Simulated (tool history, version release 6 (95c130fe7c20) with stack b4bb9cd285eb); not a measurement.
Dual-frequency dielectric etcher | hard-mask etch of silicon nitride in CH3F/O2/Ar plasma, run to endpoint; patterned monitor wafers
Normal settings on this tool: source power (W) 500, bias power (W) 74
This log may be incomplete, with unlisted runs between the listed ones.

run,hour,source power (W),bias power (W),"incoming incoming film thickness, nm",endpoint time (s)
1,0,500,87,47.75,66.6
2,29.5,500,87,47.36,66
3,42.2,500,87,47.23,65.7
4,77.4,500,74,47.45,69.7
5,101.1,500,74,47.64,70.7
6,130.2,500,74,47.09,68.5
7,158.7,500,74,47.22,68.6
8,178.9,500,74,47.46,69.1
# hour 223.2: upper electrode replaced
9,223.7,500,74,47.28,69.1
10,233.3,500,74,47.49,69
11,257.1,500,74,47.66,69.4
12,272.1,500,70,47.5,70.3
# hour 309.5: wet clean of the chamber
# hour 310.7: source power generator calibrated
13,311.2,420,62,47.28,78.9
14,311.6,530,74,47.7,70
15,339.4,580,80,47.53,66
16,371.2,610,65,47.84,68.7
17,402.9,500,74,47.57,70.5
18,418.1,620,60,47.2,70
19,438.2,530,85,46.96,66.1
# hour 446.2: bias power generator calibrated
20,451.2,500,74,47.68,70.7
21,483.3,500,74,47.3,70
22,516.7,540,74,47.22,68
23,549.6,500,74,48.08,71.3
24,566.5,460,74,47.75,71.5

Each run again, without the hidden state but with its own random variation kept:
Hidden state present: etch rate over this chamber's usual, %; source power that arrives over what is set, %; bias power that arrives over what is set, %.
run,endpoint time (s)
1,67.5
2,67
3,66.7
4,70.9
5,72
6,69.8
7,70
8,70.6
9,70.8
10,70.7
11,71.2
12,72.2
13,79.2
14,70.2
15,66.3
16,69.1
17,71
18,70.6
19,66.7
20,71.4
21,70.7
22,68.9
23,72.3
24,72.6

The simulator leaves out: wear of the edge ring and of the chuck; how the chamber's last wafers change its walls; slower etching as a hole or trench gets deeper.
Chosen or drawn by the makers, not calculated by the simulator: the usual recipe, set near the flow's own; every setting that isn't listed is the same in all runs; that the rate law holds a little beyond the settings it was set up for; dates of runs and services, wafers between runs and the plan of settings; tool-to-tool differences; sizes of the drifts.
